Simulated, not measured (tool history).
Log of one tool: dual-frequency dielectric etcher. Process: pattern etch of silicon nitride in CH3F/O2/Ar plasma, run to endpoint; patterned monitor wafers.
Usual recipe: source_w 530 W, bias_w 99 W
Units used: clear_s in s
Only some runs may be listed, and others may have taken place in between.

run,hour,source_w,bias_w,"incoming incoming film thickness, nm",clear_s
1,0,530,99,45.56,49.9
# hour 66.6: wet clean of the chamber
2,67.1,530,99,45.06,48.5
3,98.7,490,99,45.08,50.8
4,143.7,530,99,45.37,49.1
5,197,530,99,45.16,48.8
6,258.9,530,99,45.34,49.2
7,293.2,530,99,45.12,49.1
8,317.9,530,99,45.48,49.5
9,355.4,530,99,45,49.1
10,500.1,530,92,44.95,50.4
# hour 522.3: bias power generator calibrated
# hour 523.6: source power generator calibrated
11,532.7,530,92,44.75,50
12,589.8,660,85,44.87,46.4
# hour 619.3: upper electrode replaced
13,646.5,640,109,45.41,44.4
# hour 713: wet clean of the chamber
14,713.5,610,99,45.35,45.5
15,784.1,480,85,45.17,53.9
16,823.2,460,77,45.08,56.6
17,873.6,530,99,45.19,48.8
18,899.2,620,75,44.84,48.8
19,929.7,530,99,45.43,49.4
20,981.1,480,82,45.32,55
21,1037.9,530,99,45.12,49.5
22,1067.6,660,79,45.24,47.5

The tool's hidden state at each run:
source power that arrives over what is set, %: 0, the same for each run
bias power that arrives over what is set, %: 0, the same for each run
H1: etch rate over this chamber's usual, %
run,H1
1,-2.28
2,-0.414
3,-0.546
4,-0.733
5,-0.956
6,-1.21
7,-1.36
8,-1.46
9,-1.62
10,-2.22
11,-2.36
12,-2.6
13,-2.83
14,-0.496
15,-0.791
16,-0.954
17,-1.16
18,-1.27
19,-1.4
20,-1.61
21,-1.85
22,-1.97
